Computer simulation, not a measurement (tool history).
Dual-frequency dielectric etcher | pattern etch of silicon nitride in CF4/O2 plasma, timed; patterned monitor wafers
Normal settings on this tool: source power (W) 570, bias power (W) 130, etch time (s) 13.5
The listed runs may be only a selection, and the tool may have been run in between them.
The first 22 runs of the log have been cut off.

| run | hour | source power (W) | bias power (W) | etch time (s) | read-back reference wafer on the same gauge, depth_nm | mean etch depth across the wafer (nm) |
|---|---|---|---|---|---|---|
|  | 1641.1 | bias power generator calibrated |
| 23 | 1696.7 | 570 | 130 | 13.5 | 24.46 | 28.42 |
| 24 | 1744.0 | 570 | 107 | 15.0 | 24.47 | 29.95 |
| 25 | 1836.4 | 570 | 159 | 11.0 | 24.56 | 24.83 |
|  | 1947.9 | wet clean of the chamber |
| 26 | 1948.4 | 570 | 99 | 13.5 | 24.53 | 26.13 |
| 27 | 2006.5 | 500 | 122 | 10.5 | 24.50 | 19.47 |
| 28 | 2074.9 | 570 | 140 | 13.5 | 24.53 | 29.25 |
| 29 | 2153.8 | 570 | 130 | 10.5 | 24.49 | 22.16 |
| 30 | 2216.9 | 630 | 130 | 15.0 | 24.47 | 34.40 |

Predict each of these 4 candidate next runs independently; none follows another, all start after run 30:
| A | 2217.3 | 570 | 113 | 13.5 | ? | ? |
| B | 2217.3 | 570 | 141 | 17.5 | ? | ? |
| C | 2217.3 | 570 | 107 | 13.5 | ? | ? |
| D | 2217.3 | 570 | 147 | 16.5 | ? | ? |

| run | read-back reference wafer on the same gauge, depth_nm | mean etch depth across the wafer (nm) |
|---|---|---|
| A | 24.46 | 27.35 |
| B | 24.46 | 38.27 |
| C | 24.46 | 26.85 |
| D | 24.46 | 36.63 |
Had the tool no hidden state, the same runs would have come out as:
| run | mean etch depth across the wafer (nm) |
|---|---|
| A | 27.35 |
| B | 38.27 |
| C | 26.85 |
| D | 36.63 |

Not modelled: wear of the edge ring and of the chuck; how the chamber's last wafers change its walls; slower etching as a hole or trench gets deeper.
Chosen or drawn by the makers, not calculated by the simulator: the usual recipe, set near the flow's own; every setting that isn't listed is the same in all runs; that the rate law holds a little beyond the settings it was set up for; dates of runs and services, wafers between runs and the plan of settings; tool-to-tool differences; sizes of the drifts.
